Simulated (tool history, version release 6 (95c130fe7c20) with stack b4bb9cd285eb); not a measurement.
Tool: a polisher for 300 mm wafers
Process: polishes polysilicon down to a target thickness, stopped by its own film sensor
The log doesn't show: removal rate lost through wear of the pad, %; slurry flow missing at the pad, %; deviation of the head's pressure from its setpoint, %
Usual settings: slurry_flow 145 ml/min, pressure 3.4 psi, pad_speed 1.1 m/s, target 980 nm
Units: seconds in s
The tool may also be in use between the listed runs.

run	hour	slurry_flow	pressure	pad_speed	target	wafers since the last listed run	wafers polished on this pad	hours since the slurry nozzle was cleaned	hours since the head pressure was calibrated	incoming thickness of the incoming film, nm	seconds
1	0	145	3.4	1.1	1137	0	423	178.8	1050.3	1649.8	63.6
2	17.5	145	3.4	1.1	1137	224	647	196.3	1067.8	1612.2	58.5
# hour 22.8: slurry nozzle cleaned
3	31	145	3.4	1.1	980	160	807	8.2	1081.3	1625.9	74.6
4	40.5	145	3.4	1.1	980	121	929	17.7	1090.8	1655.5	79
5	48.6	145	3.4	1.1	980	103	1032	25.8	1098.9	1613.9	78.1
# hour 55.1: worn pad replaced by a new one
6	64	145	3.4	1.1	980	145	114	41.2	1114.3	1627.7	78.1
7	71.3	145	3.4	0.96	980	93	207	48.5	1121.6	1659.2	95
8	86.9	145	3.4	1.1	815	199	407	64.1	1137.2	1635	100.2
9	93.2	145	3.4	1.1	815	80	487	70.4	1143.5	1607.8	99.5
10	109.5	145	3.4	1.1	980	208	696	86.7	1159.8	1639.4	81.5
# hour 114.6: head pressure recalibrated
11	121.7	145	3.4	1.1	980	130	827	98.9	7.1	1634.5	71.6
12	128.3	145	2.6	1.1	980	84	911	105.5	13.7	1632.2	95.4
13	146.1	145	2.6	1.1	980	227	1139	123.3	31.5	1625.4	94.5
# hour 159.6: worn pad replaced by a new one
14	160.1	145	3.4	1.1	1067	128	6	137.3	45.5	1647	64.1
15	170.2	145	3.4	1.1	1067	129	135	147.4	55.6	1625.3	62.5
16	178.3	145	4.1	1.1	980	103	239	155.5	63.7	1633	61
17	184.4	145	4.1	1.1	980	78	317	161.6	69.8	1639.1	60.9
18	197.6	145	3.4	1.1	980	168	486	174.8	83	1631.2	71.7
19	216.6	145	4.2	1.1	1200	243	729	193.8	102	1609	37.6
20	223.6	145	2.3	1.1	1183	89	819	200.8	109	1624.3	73.5
# hour 228.6: slurry nozzle cleaned
21	234.3	100	3.4	1.1	1040	124	943	5.7	119.7	1627.9	64.5
# hour 250.7: worn pad replaced by a new one
22	251.2	180	3.4	1.1	1156	165	6	22.6	136.6	1642	49.1
23	259.2	105	4.3	1.28	828	102	109	30.6	144.6	1593.8	57.7
24	269.5	95	3.7	0.8	980	131	240	40.9	154.9	1625.3	97.3
25	286.8	110	3.4	1.1	1125	221	462	58.2	172.2	1645.5	59.6
26	302.6	145	3.4	1.1	980	202	664	74	188	1622.2	70.2
27	309.6	145	2.3	1.1	980	89	754	81	195	1651	110.4
28	315.7	180	3.4	0.72	980	78	832	87.1	201.1	1645.8	107.5
29	330.5	180	2.2	1.1	980	189	1021	101.9	215.9	1613.7	103.2
# hour 339: worn pad replaced by a new one
30	342.4	180	3.4	1.1	980	101	43	113.8	227.8	1618.1	66.3
31	351.5	130	3.4	1.1	1068	116	159	122.9	236.9	1638.7	65.2
32	359.7	145	3.4	1.1	980	104	264	131.1	245.1	1628.1	73
33	367.1	145	2.7	1.46	1083	94	359	138.5	252.5	1631.7	59.2
34	373.6	185	3.4	1.1	792	83	442	145	259	1633.1	90.5
35	383.7	145	3.4	1.1	770	129	571	155.1	269.1	1614.5	94
36	397.6	185	3.4	1.1	980	177	749	169	283	1635	69.4
37	407.7	145	3.4	1.1	980	129	878	179.1	293.1	1623.6	73.7

Measured less the same run without the tool's hidden state. The same run-to-run variation is in both; the gauge's scatter may not be:
run	seconds
1	+11.9
2	+11.1
3	+9.9
4	+11.1
5	+11.5
6	+12.4
7	+15.5
8	+17.4
9	+17.6
10	+15.1
11	+4.7
12	+6.6
13	+7.3
14	+5.3
15	+5.3
16	+5.3
17	+5.5
18	+6.7
19	+3.6
20	+7.3
21	+1.4
22	+1.5
23	+2.8
24	+6.1
25	+4.3
26	+5
27	+8.4
28	+7.5
29	+7.8
30	+5.3
31	+6.6
32	+7.2
33	+6
34	+8.1
35	+10.1
36	+6.7
37	+8.3

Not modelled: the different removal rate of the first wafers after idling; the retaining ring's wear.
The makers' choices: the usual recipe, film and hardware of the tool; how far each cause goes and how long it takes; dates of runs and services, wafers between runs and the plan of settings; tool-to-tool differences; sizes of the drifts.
